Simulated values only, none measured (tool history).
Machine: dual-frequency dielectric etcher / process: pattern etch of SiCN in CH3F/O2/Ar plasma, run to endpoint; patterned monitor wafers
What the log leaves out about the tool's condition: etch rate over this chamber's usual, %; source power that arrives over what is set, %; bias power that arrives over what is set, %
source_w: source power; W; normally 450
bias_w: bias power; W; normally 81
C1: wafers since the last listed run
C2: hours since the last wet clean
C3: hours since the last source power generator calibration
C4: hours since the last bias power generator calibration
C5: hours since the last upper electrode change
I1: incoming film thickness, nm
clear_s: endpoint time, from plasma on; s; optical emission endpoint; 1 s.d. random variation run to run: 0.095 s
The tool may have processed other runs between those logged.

Run 1, hour 0: usual settings; C1 0; C2 448.8; C3 3543; C4 3964.6; C5 3588.7; I1 6.02. Result: clear_s 14.1 s.
Run 2, hour 15.5: usual settings; C1 207; C2 464.3; C3 3558.5; C4 3980.1; C5 3604.2; I1 6.04. Result: clear_s 14.2 s.
Run 3, hour 29.2: usual settings; C1 183; C2 478; C3 3572.2; C4 3993.8; C5 3617.9; I1 5.99. Result: clear_s 14.1 s.
Run 4, hour 41.7: usual settings; C1 167; C2 490.5; C3 3584.7; C4 4006.3; C5 3630.4; I1 6.04. Result: clear_s 14.4 s.
Run 5, hour 48.5: usual settings; C1 90; C2 497.3; C3 3591.5; C4 4013.1; C5 3637.2; I1 5.98. Result: clear_s 14.1 s.
Run 6, hour 64.8: usual settings; C1 217; C2 513.6; C3 3607.8; C4 4029.4; C5 3653.5; I1 5.97. Result: clear_s 14.1 s.
Run 7, hour 75.1: usual settings; C1 137; C2 523.9; C3 3618.1; C4 4039.7; C5 3663.8; I1 6.03. Result: clear_s 14.3 s.
Run 8, hour 86.3: usual settings; C1 149; C2 535.1; C3 3629.3; C4 4050.9; C5 3675; I1 6.06. Result: clear_s 14.4 s.
Run 9, hour 95.5: usual settings; C1 122; C2 544.3; C3 3638.5; C4 4060.1; C5 3684.2; I1 5.99. Result: clear_s 14.2 s.
Run 10, hour 108.5: usual settings; C1 173; C2 557.3; C3 3651.5; C4 4073.1; C5 3697.2; I1 5.95. Result: clear_s 14.1 s.
At hour 133.1: wet clean of the chamber.
At hour 139.5: upper electrode replaced.
Run 11, hour 140: usual settings; C1 14; C2 6.9; C3 3683; C4 4104.6; C5 0.5; I1 6. Result: clear_s 13.5 s.
Run 12, hour 140.3: usual settings; C1 4; C2 7.2; C3 3683.3; C4 4104.9; C5 0.8; I1 6.04. Result: clear_s 13.9 s.
Run 13, hour 140.6: usual settings but source_w 490 W, bias_w 97 W; C1 4; C2 7.5; C3 3683.6; C4 4105.2; C5 1.1; I1 5.98. Result: clear_s 12 s.
Run 14, hour 153.6: usual settings but source_w 490 W, bias_w 97 W; C1 173; C2 20.5; C3 3696.6; C4 4118.2; C5 14.1; I1 6. Result: clear_s 12 s.
Run 15, hour 163.1: usual settings but source_w 380 W, bias_w 76 W; C1 126; C2 30; C3 3706.1; C4 4127.7; C5 23.6; I1 6. Result: clear_s 15.4 s.
Run 16, hour 172: usual settings; C1 118; C2 38.9; C3 3715; C4 4136.6; C5 32.5; I1 6.02. Result: clear_s 13.7 s.
Run 17, hour 186.4: usual settings but source_w 380 W, bias_w 71 W; C1 192; C2 53.3; C3 3729.4; C4 4151; C5 46.9; I1 5.99. Result: clear_s 16.1 s.
Run 18, hour 204: usual settings; C1 235; C2 70.9; C3 3747; C4 4168.6; C5 64.5; I1 5.92. Result: clear_s 13.6 s.
Run 19, hour 219.1: usual settings but source_w 550 W, bias_w 68 W; C1 201; C2 86; C3 3762.1; C4 4183.7; C5 79.6; I1 6.03. Result: clear_s 13.1 s.
Run 20, hour 227: usual settings; C1 105; C2 93.9; C3 3770; C4 4191.6; C5 87.5; I1 6.02. Result: clear_s 13.6 s.
At hour 238: bias power generator calibrated.
Run 21, hour 242.7: usual settings; C1 156; C2 109.6; C3 3785.7; C4 4.7; C5 103.2; I1 6. Result: clear_s 13.6 s.
Run 22, hour 249.6: usual settings but source_w 480 W, bias_w 87 W; C1 92; C2 116.5; C3 3792.6; C4 11.6; C5 110.1; I1 6. Result: clear_s 12.9 s.
Run 23, hour 265.7: usual settings; C1 215; C2 132.6; C3 3808.7; C4 27.7; C5 126.2; I1 6.02. Result: clear_s 13.7 s.
At hour 276.7: source power generator calibrated.
Run 24, hour 283: usual settings but source_w 510 W, bias_w 95 W; C1 177; C2 149.9; C3 6.3; C4 45; C5 143.5; I1 5.99. Result: clear_s 12.1 s.
Run 25, hour 292: usual settings but bias_w 99 W; C1 120; C2 158.9; C3 15.3; C4 54; C5 152.5; I1 5.99. Result: clear_s 12.9 s.
Run 26, hour 300.6: usual settings; C1 114; C2 167.5; C3 23.9; C4 62.6; C5 161.1; I1 5.94. Result: clear_s 13.8 s.
Run 27, hour 315.9: usual settings but source_w 500 W; C1 204; C2 182.8; C3 39.2; C4 77.9; C5 176.4; I1 5.96. Result: clear_s 12.8 s.
Run 28, hour 323.7: usual settings but source_w 400 W; C1 104; C2 190.6; C3 47; C4 85.7; C5 184.2; I1 5.99. Result: clear_s 14.8 s.
Run 29, hour 331.3: usual settings but source_w 530 W; C1 101; C2 198.2; C3 54.6; C4 93.3; C5 191.8; I1 5.95. Result: clear_s 12.5 s.
Run 30, hour 346.9: usual settings but source_w 530 W, bias_w 62 W; C1 208; C2 213.8; C3 70.2; C4 108.9; C5 207.4; I1 5.97. Result: clear_s 13.9 s.
Run 31, hour 355.6: usual settings but source_w 540 W, bias_w 75 W; C1 116; C2 222.5; C3 78.9; C4 117.6; C5 216.1; I1 6.05. Result: clear_s 13 s.
Run 32, hour 362.4: usual settings but source_w 360 W, bias_w 65 W; C1 90; C2 229.3; C3 85.7; C4 124.4; C5 222.9; I1 6. Result: clear_s 17.5 s.

Forecast each of these 4 alternatives for the next run:
Run A, hour 362.8: usual settings; C1 5; C2 229.7; C3 86.1; C4 124.8; C5 223.3; I1 6.01. Result: clear_s ?.
Run B, hour 362.8: usual settings but source_w 420 W, bias_w 93 W; C1 5; C2 229.7; C3 86.1; C4 124.8; C5 223.3; I1 6.01. Result: clear_s ?.
Run C, hour 362.8: usual settings but source_w 370 W, bias_w 71 W; C1 5; C2 229.7; C3 86.1; C4 124.8; C5 223.3; I1 6.01. Result: clear_s ?.
Run D, hour 362.8: usual settings but bias_w 100 W; C1 5; C2 229.7; C3 86.1; C4 124.8; C5 223.3; I1 6.01. Result: clear_s ?.

run  clear_s
  A     13.8
  B     13.6
  C     16.4
  D     12.6
With no hidden state in the tool, these same runs would have given:
run  clear_s
  A     13.3
  B     13.1
  C     15.9
  D     12.2

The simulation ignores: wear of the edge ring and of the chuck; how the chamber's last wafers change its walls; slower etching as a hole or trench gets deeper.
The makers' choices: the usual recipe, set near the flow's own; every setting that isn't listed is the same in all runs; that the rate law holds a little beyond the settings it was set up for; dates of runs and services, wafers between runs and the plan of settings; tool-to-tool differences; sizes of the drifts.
